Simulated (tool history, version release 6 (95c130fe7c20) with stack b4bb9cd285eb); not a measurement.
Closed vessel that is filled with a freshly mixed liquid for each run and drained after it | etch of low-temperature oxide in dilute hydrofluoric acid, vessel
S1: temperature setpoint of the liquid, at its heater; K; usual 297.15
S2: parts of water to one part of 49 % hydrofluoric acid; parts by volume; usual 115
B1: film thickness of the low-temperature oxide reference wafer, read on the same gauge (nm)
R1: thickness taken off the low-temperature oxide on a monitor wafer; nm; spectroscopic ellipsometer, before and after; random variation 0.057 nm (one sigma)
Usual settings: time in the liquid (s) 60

Run 1, hour 0: usual settings; B1 100.01. Result: R1 13.2 nm.
Run 2, hour 7.2: usual settings but S2 70 parts by volume; B1 99.99. Result: R1 22.89 nm.
Run 3, hour 20: usual settings but S2 70 parts by volume; B1 100.01. Result: R1 22.87 nm.
Run 4, hour 26.2: usual settings but S1 300.65 K; B1 100.02. Result: R1 15.16 nm.
Run 5, hour 32.6: usual settings but S1 300.65 K; B1 100.03. Result: R1 15.17 nm.
At hour 38.1: gauge calibrated.
Run 6, hour 47.2: usual settings but S1 300.65 K; B1 99.99. Result: R1 15.1 nm.
Run 7, hour 53.5: usual settings but time in the liquid (s) 50; B1 99.99. Result: R1 10.95 nm.
Run 8, hour 64.6: usual settings but time in the liquid (s) 50; B1 100. Result: R1 10.98 nm.
Run 9, hour 77.2: usual settings; B1 99.99. Result: R1 13.18 nm.
Run 10, hour 93.1: usual settings; B1 99.99. Result: R1 13.23 nm.
Run 11, hour 102: usual settings but time in the liquid (s) 80; B1 100. Result: R1 17.5 nm.
Run 12, hour 115.3: usual settings but S1 298.65 K, S2 145 parts by volume, time in the liquid (s) 50; B1 100.01. Result: R1 8.98 nm.
Run 13, hour 121.4: usual settings but S1 300.15 K, S2 145 parts by volume, time in the liquid (s) 30; B1 100.03. Result: R1 5.67 nm.
Run 14, hour 138.8: usual settings but S1 298.65 K, S2 135 parts by volume, time in the liquid (s) 40; B1 99.99. Result: R1 7.75 nm.
At hour 153: thermometer replaced.
Run 15, hour 154.4: usual settings but S2 95 parts by volume, time in the liquid (s) 95; B1 100.01. Result: R1 25.92 nm.
At hour 157.8: hydrofluoric acid flow meter replaced.
Run 16, hour 172: usual settings but S1 294.15 K, S2 85 parts by volume, time in the liquid (s) 75; B1 99.99. Result: R1 20.4 nm.
Run 17, hour 189.9: usual settings but S1 299.15 K, time in the liquid (s) 90; B1 100. Result: R1 21.34 nm.
Run 18, hour 196.8: usual settings but S2 65 parts by volume, time in the liquid (s) 45; B1 99.99. Result: R1 18.53 nm.
Run 19, hour 203.1: usual settings but S1 300.65 K; B1 100. Result: R1 14.98 nm.
At hour 209.5: gauge calibrated.
Run 20, hour 214.1: usual settings but S1 295.65 K, S2 155 parts by volume, time in the liquid (s) 80; B1 100.01. Result: R1 11.81 nm.
Run 21, hour 264.7: usual settings; B1 100.01. Result: R1 13.21 nm.

The tool's hidden state at each run:
liquid hotter than its thermometer reads (K): 0 in every run
hydrofluoric acid flow below the setpoint (%): 0 in every run
gauge reads high (%): 0 in every run
